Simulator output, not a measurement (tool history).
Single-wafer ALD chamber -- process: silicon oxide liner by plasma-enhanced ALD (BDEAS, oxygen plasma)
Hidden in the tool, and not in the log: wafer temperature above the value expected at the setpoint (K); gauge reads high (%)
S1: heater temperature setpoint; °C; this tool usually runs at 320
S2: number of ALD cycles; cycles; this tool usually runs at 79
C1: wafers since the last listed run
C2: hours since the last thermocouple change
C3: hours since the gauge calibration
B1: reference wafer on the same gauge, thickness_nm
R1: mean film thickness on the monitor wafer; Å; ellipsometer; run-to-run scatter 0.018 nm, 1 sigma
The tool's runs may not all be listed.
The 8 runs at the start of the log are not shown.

{"run": 9, "day": 9.662, "S1": 320, "S2": 79, "C1": 125, "C2": 1205.6, "C3": 461.7, "B1": 7.011, "R1": 68.79}
{"day": 10.342, "done": "gauge calibrated"}
{"run": 10, "day": 10.667, "S1": 320, "S2": 79, "C1": 125, "C2": 1229.7, "C3": 7.8, "B1": 7.125, "R1": 70.13}
{"run": 11, "day": 12.096, "S1": 320, "S2": 79, "C1": 178, "C2": 1264.0, "C3": 42.1, "B1": 7.106, "R1": 70.09}
{"run": 12, "day": 12.646, "S1": 320, "S2": 79, "C1": 68, "C2": 1277.2, "C3": 55.3, "B1": 7.087, "R1": 69.61}
{"run": 13, "day": 13.879, "S1": 320, "S2": 79, "C1": 154, "C2": 1306.8, "C3": 84.9, "B1": 7.071, "R1": 69.6}
{"run": 14, "day": 14.717, "S1": 320, "S2": 79, "C1": 104, "C2": 1326.9, "C3": 105.0, "B1": 7.071, "R1": 69.44}
{"run": 15, "day": 15.483, "S1": 320, "S2": 79, "C1": 95, "C2": 1345.3, "C3": 123.4, "B1": 7.052, "R1": 69.77}
{"run": 16, "day": 16.396, "S1": 334, "S2": 67, "C1": 114, "C2": 1367.2, "C3": 145.3, "B1": 7.055, "R1": 57.44}
{"run": 17, "day": 17.438, "S1": 320, "S2": 79, "C1": 130, "C2": 1392.2, "C3": 170.3, "B1": 7.041, "R1": 69.18}
{"run": 18, "day": 18.5, "S1": 309, "S2": 88, "C1": 132, "C2": 1417.7, "C3": 195.8, "B1": 7.034, "R1": 78.32}
{"day": 19.646, "done": "thermocouple changed; heater temperature recalibrated"}
{"run": 19, "day": 19.667, "S1": 320, "S2": 79, "C1": 104, "C2": 0.5, "C3": 223.8, "B1": 7.03, "R1": 69.44}
{"run": 20, "day": 20.279, "S1": 309, "S2": 90, "C1": 76, "C2": 15.2, "C3": 238.5, "B1": 7.033, "R1": 79.74}
{"run": 21, "day": 20.788, "S1": 331, "S2": 85, "C1": 63, "C2": 27.4, "C3": 250.7, "B1": 7.025, "R1": 73.36}
{"run": 22, "day": 21.888, "S1": 309, "S2": 88, "C1": 137, "C2": 53.8, "C3": 277.1, "B1": 7.019, "R1": 78.06}
{"run": 23, "day": 22.925, "S1": 320, "S2": 88, "C1": 129, "C2": 78.7, "C3": 302.0, "B1": 7.009, "R1": 76.91}
{"run": 24, "day": 23.538, "S1": 332, "S2": 79, "C1": 76, "C2": 93.4, "C3": 316.7, "B1": 7.015, "R1": 67.62}
{"run": 25, "day": 24.992, "S1": 320, "S2": 79, "C1": 181, "C2": 128.3, "C3": 351.6, "B1": 7.024, "R1": 69.08}
{"run": 26, "day": 26.071, "S1": 320, "S2": 79, "C1": 134, "C2": 154.2, "C3": 377.5, "B1": 7.016, "R1": 68.85}
{"run": 27, "day": 27.275, "S1": 313, "S2": 91, "C1": 150, "C2": 183.1, "C3": 406.4, "B1": 7.013, "R1": 80.27}
{"run": 28, "day": 27.954, "S1": 313, "S2": 94, "C1": 84, "C2": 199.4, "C3": 422.7, "B1": 7.007, "R1": 83.17}
{"day": 28.104, "done": "gauge calibrated"}
{"run": 29, "day": 29.242, "S1": 327, "S2": 70, "C1": 160, "C2": 230.3, "C3": 27.3, "B1": 7.117, "R1": 61.22}
{"run": 30, "day": 30.417, "S1": 310, "S2": 79, "C1": 146, "C2": 258.5, "C3": 55.5, "B1": 7.095, "R1": 70.77}

3 options for the next run, each taken on its own from the tool as it stands now. Forecast them:
{"run": "A", "day": 30.438, "S1": 320, "S2": 79, "C1": 2, "C2": 259.0, "C3": 56.0, "B1": "?", "R1": "?"}
{"run": "B", "day": 30.438, "S1": 307, "S2": 71, "C1": 2, "C2": 259.0, "C3": 56.0, "B1": "?", "R1": "?"}
{"run": "C", "day": 30.438, "S1": 335, "S2": 63, "C1": 2, "C2": 259.0, "C3": 56.0, "B1": "?", "R1": "?"}

run=A B1=7.103 R1=69.83
run=B B1=7.103 R1=63.99
run=C B1=7.103 R1=54.42
Without the tool's unlogged condition, the same runs would have read:
run=A R1=70.26
run=B R1=64.38
run=C R1=54.76

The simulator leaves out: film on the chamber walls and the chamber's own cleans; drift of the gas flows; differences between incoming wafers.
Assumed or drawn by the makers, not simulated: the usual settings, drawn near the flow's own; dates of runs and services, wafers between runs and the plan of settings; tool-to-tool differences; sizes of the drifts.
